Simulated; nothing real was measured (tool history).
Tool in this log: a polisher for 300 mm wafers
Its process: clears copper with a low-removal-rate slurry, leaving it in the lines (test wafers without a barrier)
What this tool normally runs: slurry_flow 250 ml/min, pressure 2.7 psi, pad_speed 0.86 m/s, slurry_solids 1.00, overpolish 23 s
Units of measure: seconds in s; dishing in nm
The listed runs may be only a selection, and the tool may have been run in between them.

| run | day | slurry_flow | pressure | pad_speed | slurry_solids | overpolish | wafers since the last listed run | wafers polished on this pad | hours since the slurry nozzle was cleaned | hours since the head pressure was calibrated | hours since the slurry blender was calibrated | incoming thickness of the incoming film, nm | seconds | dishing |
|---|---|---|---|---|---|---|---|---|---|---|---|---|---|---|
| 1 | 0.000 | 250 | 2.7 | 0.86 | 0.85 | 23 | 0 | 1896 | 68.9 | 923.1 | 41.6 | 287.8 | 126.1 | 33.8 |
|  | 1.104 | worn pad replaced by a new one |
| 2 | 1.838 | 250 | 2.7 | 0.86 | 0.85 | 23 | 216 | 94 | 113.0 | 967.2 | 85.7 | 280.0 | 126.0 | 33.2 |
| 3 | 2.962 | 250 | 2.7 | 0.86 | 1.00 | 23 | 145 | 240 | 140.0 | 994.2 | 112.7 | 282.6 | 123.5 | 34.0 |
| 4 | 8.142 | 250 | 2.7 | 0.86 | 1.00 | 23 | 671 | 911 | 264.3 | 1118.5 | 237.0 | 288.0 | 122.4 | 34.6 |
| 5 | 10.504 | 250 | 2.7 | 0.86 | 1.00 | 23 | 306 | 1218 | 321.0 | 1175.2 | 293.7 | 286.9 | 128.2 | 33.6 |
| 6 | 13.008 | 250 | 2.7 | 0.86 | 1.00 | 23 | 324 | 1542 | 381.1 | 1235.3 | 353.8 | 282.1 | 125.7 | 33.0 |
|  | 13.967 | slurry nozzle cleaned |
| 7 | 15.362 | 185 | 2.7 | 0.86 | 1.00 | 23 | 299 | 1842 | 33.5 | 1291.8 | 410.3 | 285.8 | 129.3 | 32.6 |
| 8 | 16.371 | 250 | 2.7 | 0.86 | 1.00 | 23 | 130 | 1972 | 57.7 | 1316.0 | 434.5 | 282.5 | 127.3 | 33.4 |
|  | 16.575 | slurry blender recalibrated |
| 9 | 18.525 | 250 | 2.7 | 0.74 | 1.00 | 9 | 268 | 2241 | 109.4 | 1367.7 | 46.8 | 283.0 | 132.7 | 13.6 |
|  | 19.958 | head pressure recalibrated |
|  | 20.617 | worn pad replaced by a new one |
| 10 | 21.329 | 250 | 2.7 | 0.86 | 1.00 | 23 | 330 | 92 | 176.7 | 32.9 | 114.1 | 282.4 | 130.4 | 32.8 |
| 11 | 23.192 | 250 | 2.7 | 0.86 | 1.00 | 33 | 241 | 333 | 221.4 | 77.6 | 158.8 | 284.9 | 130.7 | 43.3 |
| 12 | 25.083 | 250 | 2.7 | 0.86 | 1.10 | 23 | 245 | 578 | 266.8 | 123.0 | 204.2 | 288.6 | 128.1 | 33.6 |
| 13 | 26.754 | 250 | 2.7 | 1.04 | 1.15 | 29 | 216 | 795 | 306.9 | 163.1 | 244.3 | 281.5 | 104.5 | 46.4 |
| 14 | 28.954 | 250 | 2.7 | 0.86 | 1.10 | 23 | 285 | 1080 | 359.7 | 215.9 | 297.1 | 287.2 | 130.7 | 33.1 |
| 15 | 31.175 | 250 | 2.7 | 0.86 | 1.00 | 23 | 287 | 1368 | 413.0 | 269.2 | 350.4 | 278.9 | 132.7 | 31.6 |
| 16 | 32.933 | 305 | 2.3 | 0.86 | 1.10 | 23 | 227 | 1595 | 455.2 | 311.4 | 392.6 | 287.6 | 146.6 | 29.3 |
|  | 33.650 | slurry blender recalibrated |
| 17 | 35.350 | 250 | 2.7 | 0.86 | 1.00 | 23 | 302 | 1898 | 513.2 | 369.4 | 40.8 | 284.0 | 124.4 | 33.7 |
|  | 35.729 | slurry nozzle cleaned |
|  | 36.542 | worn pad replaced by a new one |
| 18 | 37.321 | 250 | 2.7 | 0.74 | 1.00 | 28 | 228 | 101 | 38.2 | 416.7 | 88.1 | 286.5 | 146.4 | 36.3 |
| 19 | 38.521 | 250 | 3.1 | 0.86 | 1.15 | 23 | 155 | 256 | 67.0 | 445.5 | 116.9 | 282.1 | 108.5 | 38.3 |
| 20 | 41.450 | 250 | 2.7 | 1.00 | 1.00 | 23 | 379 | 636 | 137.3 | 515.8 | 187.2 | 288.6 | 110.6 | 38.2 |
| 21 | 42.608 | 250 | 2.7 | 0.86 | 1.00 | 23 | 150 | 786 | 165.1 | 543.6 | 215.0 | 290.2 | 131.5 | 32.5 |
| 22 | 45.083 | 250 | 3.1 | 0.68 | 1.00 | 23 | 320 | 1107 | 224.5 | 603.0 | 274.4 | 287.7 | 147.0 | 29.9 |
| 23 | 48.783 | 250 | 3.1 | 0.68 | 1.00 | 23 | 479 | 1586 | 313.3 | 691.8 | 363.2 | 282.2 | 149.5 | 28.8 |
| 24 | 50.467 | 220 | 2.7 | 1.00 | 1.00 | 23 | 218 | 1804 | 353.7 | 732.2 | 403.6 | 289.9 | 115.2 | 35.8 |
| 25 | 52.446 | 250 | 2.7 | 0.86 | 0.75 | 11 | 256 | 2061 | 401.2 | 779.7 | 451.1 | 282.2 | 140.0 | 15.2 |
|  | 53.346 | slurry blender recalibrated |
| 26 | 54.662 | 175 | 2.2 | 0.86 | 0.85 | 23 | 276 | 2337 | 454.4 | 832.9 | 31.6 | 285.9 | 149.6 | 28.7 |
|  | 55.233 | slurry nozzle cleaned |
|  | 55.904 | worn pad replaced by a new one |
| 27 | 57.417 | 250 | 2.7 | 1.02 | 1.00 | 23 | 329 | 196 | 52.4 | 899.0 | 97.7 | 285.7 | 101.7 | 39.3 |

Here are 5 independent what-if runs from the current tool condition. What would each one return?
| A | 57.438 | 225 | 2.7 | 0.86 | 1.00 | 23 | 2 | 198 | 52.9 | 899.5 | 98.2 | 286.2 | ? | ? |
| B | 57.438 | 250 | 3.0 | 0.60 | 1.00 | 23 | 2 | 198 | 52.9 | 899.5 | 98.2 | 286.2 | ? | ? |
| C | 57.438 | 250 | 2.7 | 0.86 | 1.00 | 30 | 2 | 198 | 52.9 | 899.5 | 98.2 | 286.2 | ? | ? |
| D | 57.438 | 250 | 2.7 | 0.86 | 1.00 | 18 | 2 | 198 | 52.9 | 899.5 | 98.2 | 286.2 | ? | ? |
| E | 57.438 | 170 | 2.7 | 1.10 | 1.10 | 23 | 2 | 198 | 52.9 | 899.5 | 98.2 | 286.2 | ? | ? |

| run | seconds | dishing |
|---|---|---|
| A | 120.7 | 34.0 |
| B | 158.5 | 27.1 |
| C | 119.8 | 42.4 |
| D | 119.8 | 27.8 |
| E | 94.2 | 41.6 |
The same runs, with their run-to-run variation unchanged, on a tool lacking any hidden condition would have given:
| run | seconds | dishing |
|---|---|---|
| A | 127.1 | 32.5 |
| B | 166.9 | 25.8 |
| C | 126.2 | 40.5 |
| D | 126.2 | 26.5 |
| E | 99.2 | 39.7 |
